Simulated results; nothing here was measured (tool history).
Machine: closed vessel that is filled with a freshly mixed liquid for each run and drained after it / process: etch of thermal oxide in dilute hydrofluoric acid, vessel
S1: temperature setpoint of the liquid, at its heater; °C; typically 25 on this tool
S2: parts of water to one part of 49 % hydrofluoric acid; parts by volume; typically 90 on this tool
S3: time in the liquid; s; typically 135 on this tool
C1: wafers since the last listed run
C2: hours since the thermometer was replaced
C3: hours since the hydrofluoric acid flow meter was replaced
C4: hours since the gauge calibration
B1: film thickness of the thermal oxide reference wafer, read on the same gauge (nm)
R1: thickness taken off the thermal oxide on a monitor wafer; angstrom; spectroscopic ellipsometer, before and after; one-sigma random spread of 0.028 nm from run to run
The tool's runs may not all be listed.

{"run": 1, "hour": 0.0, "S1": 25, "S2": 90, "S3": 135, "C1": 0, "C2": 1224.7, "C3": 351.5, "C4": 611.5, "B1": 50.02, "R1": 68.1}
{"run": 2, "hour": 25.2, "S1": 25, "S2": 90, "S3": 135, "C1": 1653, "C2": 1249.9, "C3": 376.7, "C4": 636.7, "B1": 50.03, "R1": 68.2}
{"run": 3, "hour": 61.2, "S1": 25, "S2": 90, "S3": 135, "C1": 2362, "C2": 1285.9, "C3": 412.7, "C4": 672.7, "B1": 50.03, "R1": 67.7}
{"run": 4, "hour": 124.1, "S1": 25, "S2": 90, "S3": 135, "C1": 4127, "C2": 1348.8, "C3": 475.6, "C4": 735.6, "B1": 50.03, "R1": 67.3}
{"run": 5, "hour": 179.5, "S1": 25, "S2": 90, "S3": 135, "C1": 3635, "C2": 1404.2, "C3": 531, "C4": 791, "B1": 50, "R1": 67.3}
{"run": 6, "hour": 206.4, "S1": 25, "S2": 90, "S3": 185, "C1": 1765, "C2": 1431.1, "C3": 557.9, "C4": 817.9, "B1": 50, "R1": 91.4}
{"run": 7, "hour": 248.5, "S1": 25, "S2": 90, "S3": 115, "C1": 2762, "C2": 1473.2, "C3": 600, "C4": 860, "B1": 49.99, "R1": 56.7}
{"run": 8, "hour": 284.6, "S1": 25, "S2": 90, "S3": 115, "C1": 2369, "C2": 1509.3, "C3": 636.1, "C4": 896.1, "B1": 49.99, "R1": 56.4}
{"run": 9, "hour": 327.6, "S1": 25, "S2": 90, "S3": 115, "C1": 2821, "C2": 1552.3, "C3": 679.1, "C4": 939.1, "B1": 50.01, "R1": 56.5}
{"run": 10, "hour": 376.6, "S1": 25, "S2": 90, "S3": 135, "C1": 3215, "C2": 1601.3, "C3": 728.1, "C4": 988.1, "B1": 50.02, "R1": 65.7}
{"run": 11, "hour": 404.5, "S1": 25, "S2": 55, "S3": 135, "C1": 1830, "C2": 1629.2, "C3": 756, "C4": 1016, "B1": 50.01, "R1": 111.9}
{"run": 12, "hour": 430.8, "S1": 25, "S2": 90, "S3": 175, "C1": 1725, "C2": 1655.5, "C3": 782.3, "C4": 1042.3, "B1": 50.03, "R1": 85.5}
{"run": 13, "hour": 541.2, "S1": 25, "S2": 90, "S3": 175, "C1": 7245, "C2": 1765.9, "C3": 892.7, "C4": 1152.7, "B1": 50.05, "R1": 84.4}
{"hour": 591.0, "done": "gauge calibrated"}
{"run": 14, "hour": 594.4, "S1": 25, "S2": 90, "S3": 135, "C1": 3491, "C2": 1819.1, "C3": 945.9, "C4": 3.4, "B1": 49.98, "R1": 64.7}
{"hour": 602.7, "done": "hydrofluoric acid flow meter replaced"}
{"run": 15, "hour": 641.5, "S1": 25, "S2": 90, "S3": 135, "C1": 3025, "C2": 1866.2, "C3": 38.8, "C4": 50.5, "B1": 50.02, "R1": 68.3}
{"run": 16, "hour": 709.0, "S1": 25, "S2": 90, "S3": 135, "C1": 4429, "C2": 1933.7, "C3": 106.3, "C4": 118, "B1": 50.02, "R1": 68.4}
{"run": 17, "hour": 778.8, "S1": 25, "S2": 90, "S3": 135, "C1": 4580, "C2": 2003.5, "C3": 176.1, "C4": 187.8, "B1": 50.01, "R1": 68.1}
{"run": 18, "hour": 814.5, "S1": 25, "S2": 135, "S3": 135, "C1": 2342, "C2": 2039.2, "C3": 211.8, "C4": 223.5, "B1": 49.99, "R1": 42.8}
{"run": 19, "hour": 841.0, "S1": 25, "S2": 90, "S3": 135, "C1": 1739, "C2": 2065.7, "C3": 238.3, "C4": 250, "B1": 50, "R1": 67.5}
{"run": 20, "hour": 896.9, "S1": 25, "S2": 50, "S3": 135, "C1": 3668, "C2": 2121.6, "C3": 294.2, "C4": 305.9, "B1": 50, "R1": 126.8}
{"run": 21, "hour": 926.4, "S1": 30, "S2": 110, "S3": 210, "C1": 1935, "C2": 2151.1, "C3": 323.7, "C4": 335.4, "B1": 50, "R1": 101.1}
{"run": 22, "hour": 959.2, "S1": 25, "S2": 50, "S3": 110, "C1": 2152, "C2": 2183.9, "C3": 356.5, "C4": 368.2, "B1": 50, "R1": 103.4}
{"hour": 969.8, "done": "thermometer replaced"}
{"run": 23, "hour": 1016.6, "S1": 25, "S2": 90, "S3": 135, "C1": 3701, "C2": 46.8, "C3": 413.9, "C4": 425.6, "B1": 50.01, "R1": 70.1}
{"run": 24, "hour": 1087.2, "S1": 25, "S2": 50, "S3": 110, "C1": 4633, "C2": 117.4, "C3": 484.5, "C4": 496.2, "B1": 49.97, "R1": 107.9}
{"run": 25, "hour": 1129.0, "S1": 26.5, "S2": 90, "S3": 200, "C1": 2743, "C2": 159.2, "C3": 526.3, "C4": 538, "B1": 50.02, "R1": 109.9}
{"run": 26, "hour": 1198.9, "S1": 25, "S2": 55, "S3": 175, "C1": 4587, "C2": 229.1, "C3": 596.2, "C4": 607.9, "B1": 49.99, "R1": 153.7}
{"run": 27, "hour": 1242.4, "S1": 25, "S2": 90, "S3": 135, "C1": 2854, "C2": 272.6, "C3": 639.7, "C4": 651.4, "B1": 50, "R1": 68.8}
{"run": 28, "hour": 1277.2, "S1": 25, "S2": 130, "S3": 135, "C1": 2283, "C2": 307.4, "C3": 674.5, "C4": 686.2, "B1": 50.03, "R1": 45.3}
{"run": 29, "hour": 1330.1, "S1": 22, "S2": 55, "S3": 165, "C1": 3471, "C2": 360.3, "C3": 727.4, "C4": 739.1, "B1": 50.01, "R1": 127.1}
{"run": 30, "hour": 1358.5, "S1": 21, "S2": 115, "S3": 135, "C1": 1863, "C2": 388.7, "C3": 755.8, "C4": 767.5, "B1": 49.99, "R1": 44.5}
{"run": 31, "hour": 1389.0, "S1": 20.5, "S2": 70, "S3": 170, "C1": 2001, "C2": 419.2, "C3": 786.3, "C4": 798, "B1": 49.98, "R1": 94.4}
{"run": 32, "hour": 1441.2, "S1": 25, "S2": 90, "S3": 135, "C1": 3425, "C2": 471.4, "C3": 838.5, "C4": 850.2, "B1": 50.02, "R1": 68.2}
{"run": 33, "hour": 1481.3, "S1": 25, "S2": 90, "S3": 170, "C1": 2631, "C2": 511.5, "C3": 878.6, "C4": 890.3, "B1": 50.01, "R1": 84.7}
{"run": 34, "hour": 1534.5, "S1": 25, "S2": 90, "S3": 110, "C1": 3491, "C2": 564.7, "C3": 931.8, "C4": 943.5, "B1": 49.99, "R1": 54.9}

Some steps in R1 between neighbouring runs. How much of each would the tool show without its hidden state too (settings, what came in, random variation), and how much is left for the hidden state, with any gauge scatter that isn't in both results?
Hidden conditions of the tool in this case: liquid colder than its thermometer reads (K); hydrofluoric acid flow below the setpoint (%); gauge reads high (%).
Run 19 -> 20: S2 90 -> 50. R1 +59.3 angstrom: hidden state -5.1, all else +64.4.
Run 22 -> 23: S2 50 -> 90, S3 110 -> 135, thermometer replaced. R1 -33.3 angstrom: hidden state +6.2, all else -39.5.
Run 26 -> 27: S2 55 -> 90, S3 175 -> 135. R1 -84.9 angstrom: hidden state +3.8, all else -88.7.
Run 28 -> 29: S1 25 -> 22, S2 130 -> 55, S3 135 -> 165. R1 +81.8 angstrom: hidden state -5, all else +86.8.
Run 29 -> 30: S1 22 -> 21, S2 55 -> 115, S3 165 -> 135. R1 -82.6 angstrom: hidden state +4.8, all else -87.4.

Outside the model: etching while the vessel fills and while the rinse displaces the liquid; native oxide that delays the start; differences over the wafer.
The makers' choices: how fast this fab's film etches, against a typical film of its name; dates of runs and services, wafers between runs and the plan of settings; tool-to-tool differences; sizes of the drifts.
